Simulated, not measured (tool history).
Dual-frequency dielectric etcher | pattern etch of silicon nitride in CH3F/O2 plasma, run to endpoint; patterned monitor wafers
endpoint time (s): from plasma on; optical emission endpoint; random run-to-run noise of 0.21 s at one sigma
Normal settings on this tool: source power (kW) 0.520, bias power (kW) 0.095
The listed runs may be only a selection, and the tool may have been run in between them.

| run | hour | source power (kW) | bias power (kW) | wafers since the last listed run | hours since the last wet clean | hours since the last source power generator calibration | hours since the last bias power generator calibration | hours since the last upper electrode change | incoming incoming film thickness, nm | endpoint time (s) |
|---|---|---|---|---|---|---|---|---|---|---|
| 1 | 0.0 | 0.520 | 0.095 | 0 | 489.4 | 2785.2 | 1877.2 | 4915.2 | 69.1 | 59.3 |
| 2 | 9.6 | 0.520 | 0.095 | 43 | 499.0 | 2794.8 | 1886.8 | 4924.8 | 69.6 | 59.5 |
| 3 | 17.7 | 0.520 | 0.095 | 36 | 507.1 | 2802.9 | 1894.9 | 4932.9 | 68.9 | 58.6 |
| 4 | 34.7 | 0.520 | 0.081 | 77 | 524.1 | 2819.9 | 1911.9 | 4949.9 | 68.7 | 63.4 |
|  | 68.3 | upper electrode replaced |
|  | 69.2 | bias power generator calibrated |
|  | 70.7 | wet clean of the chamber |
| 5 | 71.2 | 0.520 | 0.081 | 45 | 0.5 | 2856.4 | 2.0 | 2.9 | 68.3 | 65.7 |
| 6 | 71.6 | 0.520 | 0.081 | 1 | 0.9 | 2856.8 | 2.4 | 3.3 | 69.2 | 66.8 |
| 7 | 71.9 | 0.610 | 0.095 | 1 | 1.2 | 2857.1 | 2.7 | 3.6 | 70.2 | 57.5 |
| 8 | 88.1 | 0.610 | 0.095 | 73 | 17.4 | 2873.3 | 18.9 | 19.8 | 69.3 | 56.8 |
| 9 | 95.5 | 0.570 | 0.088 | 33 | 24.8 | 2880.7 | 26.3 | 27.2 | 69.4 | 61.0 |
| 10 | 113.0 | 0.470 | 0.086 | 79 | 42.3 | 2898.2 | 43.8 | 44.7 | 69.6 | 68.7 |
| 11 | 127.9 | 0.390 | 0.095 | 67 | 57.2 | 2913.1 | 58.7 | 59.6 | 68.4 | 71.4 |
|  | 141.8 | source power generator calibrated |
| 12 | 142.3 | 0.400 | 0.095 | 47 | 71.6 | 0.5 | 73.1 | 74.0 | 69.0 | 70.9 |
| 13 | 149.2 | 0.520 | 0.095 | 31 | 78.5 | 7.4 | 80.0 | 80.9 | 68.4 | 60.2 |
| 14 | 157.9 | 0.390 | 0.095 | 39 | 87.2 | 16.1 | 88.7 | 89.6 | 69.8 | 72.3 |
| 15 | 167.3 | 0.410 | 0.085 | 42 | 96.6 | 25.5 | 98.1 | 99.0 | 69.1 | 73.8 |
| 16 | 212.2 | 0.650 | 0.095 | 204 | 141.5 | 70.4 | 143.0 | 143.9 | 69.4 | 54.7 |

3 options for the next run, each taken on its own from the tool as it stands now. Forecast them:
| A | 212.7 | 0.520 | 0.085 | 2 | 142.0 | 70.9 | 143.5 | 144.4 | 69.3 | ? |
| B | 212.7 | 0.520 | 0.072 | 2 | 142.0 | 70.9 | 143.5 | 144.4 | 69.3 | ? |
| C | 212.7 | 0.630 | 0.107 | 2 | 142.0 | 70.9 | 143.5 | 144.4 | 69.3 | ? |

| run | endpoint time (s) |
|---|---|
| A | 64.3 |
| B | 69.8 |
| C | 52.2 |
With no hidden state in the tool, these same runs would have given:
| run | endpoint time (s) |
|---|---|
| A | 64.9 |
| B | 70.4 |
| C | 52.7 |
